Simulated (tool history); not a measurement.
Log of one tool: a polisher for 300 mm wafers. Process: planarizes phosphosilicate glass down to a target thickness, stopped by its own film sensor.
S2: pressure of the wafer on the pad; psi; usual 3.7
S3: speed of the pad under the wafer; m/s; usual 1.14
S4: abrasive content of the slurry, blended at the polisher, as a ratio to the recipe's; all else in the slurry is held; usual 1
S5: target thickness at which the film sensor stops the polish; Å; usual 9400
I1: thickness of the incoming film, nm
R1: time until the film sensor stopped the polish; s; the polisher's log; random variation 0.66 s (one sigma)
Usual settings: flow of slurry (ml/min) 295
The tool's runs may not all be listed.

{"run": 1, "hour": 0.0, "flow of slurry (ml/min)": 295, "S2": 3.7, "S3": 1.14, "S4": 1, "S5": 9400, "I1": 1802.7, "R1": 82.1}
{"run": 2, "hour": 86.3, "flow of slurry (ml/min)": 295, "S2": 3.7, "S3": 1.14, "S4": 1, "S5": 9400, "I1": 1829.9, "R1": 86.8}
{"hour": 168.1, "done": "slurry blender recalibrated"}
{"run": 3, "hour": 174.1, "flow of slurry (ml/min)": 330, "S2": 3.7, "S3": 1.14, "S4": 1, "S5": 9400, "I1": 1838.8, "R1": 82.7}
{"run": 4, "hour": 233.0, "flow of slurry (ml/min)": 295, "S2": 3.7, "S3": 1.14, "S4": 1, "S5": 9400, "I1": 1844.2, "R1": 83.7}
{"run": 5, "hour": 304.1, "flow of slurry (ml/min)": 295, "S2": 3.7, "S3": 1.14, "S4": 1, "S5": 9400, "I1": 1827.1, "R1": 81.9}
{"hour": 356.1, "done": "worn pad replaced by a new one"}
{"run": 6, "hour": 405.7, "flow of slurry (ml/min)": 295, "S2": 3.7, "S3": 1.14, "S4": 1, "S5": 9400, "I1": 1860.5, "R1": 86.6}
{"hour": 438.9, "done": "conditioning disc replaced and pad reconditioned"}
{"run": 7, "hour": 459.4, "flow of slurry (ml/min)": 350, "S2": 3.7, "S3": 1.14, "S4": 1, "S5": 9400, "I1": 1839.3, "R1": 83.3}
{"hour": 480.5, "done": "slurry nozzle cleaned"}
{"run": 8, "hour": 552.0, "flow of slurry (ml/min)": 350, "S2": 3.7, "S3": 1.14, "S4": 1, "S5": 9400, "I1": 1827.6, "R1": 82.8}
{"hour": 597.8, "done": "slurry blender recalibrated"}
{"run": 9, "hour": 653.4, "flow of slurry (ml/min)": 295, "S2": 3.7, "S3": 1.14, "S4": 1, "S5": 9400, "I1": 1822.2, "R1": 81.7}
{"run": 10, "hour": 715.7, "flow of slurry (ml/min)": 295, "S2": 4.7, "S3": 1.14, "S4": 1, "S5": 9400, "I1": 1858.9, "R1": 72.8}
{"run": 11, "hour": 772.8, "flow of slurry (ml/min)": 295, "S2": 3.7, "S3": 1.14, "S4": 1, "S5": 10890, "I1": 1860, "R1": 71.8}
{"hour": 803.0, "done": "worn pad replaced by a new one"}
{"run": 12, "hour": 842.8, "flow of slurry (ml/min)": 295, "S2": 3.7, "S3": 1.14, "S4": 1, "S5": 9400, "I1": 1837.4, "R1": 83.5}
{"hour": 850.2, "done": "conditioning disc replaced and pad reconditioned"}
{"run": 13, "hour": 884.2, "flow of slurry (ml/min)": 295, "S2": 3.7, "S3": 1.14, "S4": 1, "S5": 11710, "I1": 1823.3, "R1": 62.1}
{"hour": 1062.0, "done": "slurry nozzle cleaned"}
{"hour": 1077.7, "done": "slurry blender recalibrated"}
{"run": 14, "hour": 1086.9, "flow of slurry (ml/min)": 295, "S2": 3, "S3": 1.14, "S4": 1.1, "S5": 9400, "I1": 1807.6, "R1": 87.7}
{"hour": 1095.7, "done": "head pressure recalibrated"}
{"run": 15, "hour": 1192.6, "flow of slurry (ml/min)": 200, "S2": 2.9, "S3": 1.14, "S4": 1, "S5": 9400, "I1": 1843.2, "R1": 104}
{"run": 16, "hour": 1289.4, "flow of slurry (ml/min)": 245, "S2": 3.7, "S3": 0.8, "S4": 1, "S5": 6740, "I1": 1836.7, "R1": 135.6}
{"hour": 1331.0, "done": "worn pad replaced by a new one"}
{"hour": 1359.0, "done": "conditioning disc replaced and pad reconditioned"}
{"run": 17, "hour": 1385.2, "flow of slurry (ml/min)": 225, "S2": 3.3, "S3": 1.14, "S4": 1, "S5": 9400, "I1": 1817.6, "R1": 92.3}
{"run": 18, "hour": 1468.7, "flow of slurry (ml/min)": 295, "S2": 3.7, "S3": 1.44, "S4": 1, "S5": 9400, "I1": 1820.1, "R1": 73.9}
{"run": 19, "hour": 1516.1, "flow of slurry (ml/min)": 340, "S2": 3.7, "S3": 1.14, "S4": 0.8, "S5": 9400, "I1": 1822.1, "R1": 95.1}
{"hour": 1538.7, "done": "slurry nozzle cleaned"}
{"hour": 1586.6, "done": "slurry blender recalibrated"}
{"run": 20, "hour": 1618.1, "flow of slurry (ml/min)": 295, "S2": 3.7, "S3": 1.14, "S4": 1, "S5": 9400, "I1": 1832.9, "R1": 83.8}
{"run": 21, "hour": 1716.7, "flow of slurry (ml/min)": 295, "S2": 3.7, "S3": 1.5, "S4": 1, "S5": 11470, "I1": 1805.5, "R1": 51.9}
{"hour": 1731.5, "done": "worn pad replaced by a new one"}
{"run": 22, "hour": 1814.5, "flow of slurry (ml/min)": 295, "S2": 3.7, "S3": 1.14, "S4": 1, "S5": 9400, "I1": 1828, "R1": 83.7}
{"hour": 1829.6, "done": "conditioning disc replaced and pad reconditioned"}
{"run": 23, "hour": 1904.3, "flow of slurry (ml/min)": 295, "S2": 2.6, "S3": 0.84, "S4": 1, "S5": 9400, "I1": 1803.3, "R1": 123.1}

Forecast run 24:
{"run": 24, "hour": 1940.8, "flow of slurry (ml/min)": 295, "S2": 3.7, "S3": 1.14, "S4": 1, "S5": 9400, "I1": 1795.2, "R1": "?"}

{"run 24": {"R1": 83.3}}
Without the tool's hidden state the same run would have given R1 79.6 s.
